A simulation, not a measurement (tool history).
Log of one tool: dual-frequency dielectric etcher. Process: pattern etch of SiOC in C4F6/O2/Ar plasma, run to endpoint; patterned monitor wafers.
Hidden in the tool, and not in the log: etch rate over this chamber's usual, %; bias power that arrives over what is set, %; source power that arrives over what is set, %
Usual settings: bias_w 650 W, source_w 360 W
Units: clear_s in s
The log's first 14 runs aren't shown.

run	hour	bias_w	source_w	wafers since the last listed run	hours since the last wet clean	hours since the last bias power generator calibration	hours since the last source power generator calibration	hours since the last upper electrode change	incoming incoming film thickness, nm	clear_s
15	214.7	650	360	197	503.5	46.5	1698.3	5490.1	45.43	15.3
16	228.3	650	360	186	517.1	60.1	1711.9	5503.7	45.22	15.3
# hour 253.2: wet clean of the chamber
17	253.7	650	360	19	0.5	85.5	1737.3	5529.1	44.8	14.3
18	254	650	360	4	0.8	85.8	1737.6	5529.4	45.25	14.4
19	257.5	650	360	47	4.3	89.3	1741.1	5532.9	44.76	14.5
20	274.1	597	360	227	20.9	105.9	1757.7	5549.5	45.65	15.3
# hour 304: upper electrode replaced, of another model than before
21	304.5	777	420	87	51.3	136.3	1788.1	0.5	44.94	13
22	306.9	725	330	32	53.7	138.7	1790.5	2.9	45.41	14.7
23	313.2	650	360	86	60	145	1796.8	9.2	45.4	14.8
24	320	770	300	93	66.8	151.8	1803.6	16	44.77	15
25	337.3	494	400	236	84.1	169.1	1820.9	33.3	45.13	15
26	345.5	650	360	112	92.3	177.3	1829.1	41.5	45.43	14.8
27	353.7	552	430	112	100.5	185.5	1837.3	49.7	45.21	14.2
28	368.9	650	360	208	115.7	200.7	1852.5	64.9	44.83	14.7
# hour 408.3: source power generator calibrated
29	419.7	650	360	641	166.5	251.5	11.4	115.7	44.97	14.7
30	434.6	515	360	204	181.4	266.4	26.3	130.6	45.2	15.7
31	443.5	694	410	121	190.3	275.3	35.2	139.5	45.05	13.8
32	459.8	721	300	223	206.6	291.6	51.5	155.8	44.48	15.1

Forecast run 33:
33	466.1	799	430	86	212.9	297.9	57.8	162.1	44.78	?

{"run 33": {"clear_s": 12.9}}
Without the tool's hidden state the same run would have given clear_s 12.7 s.
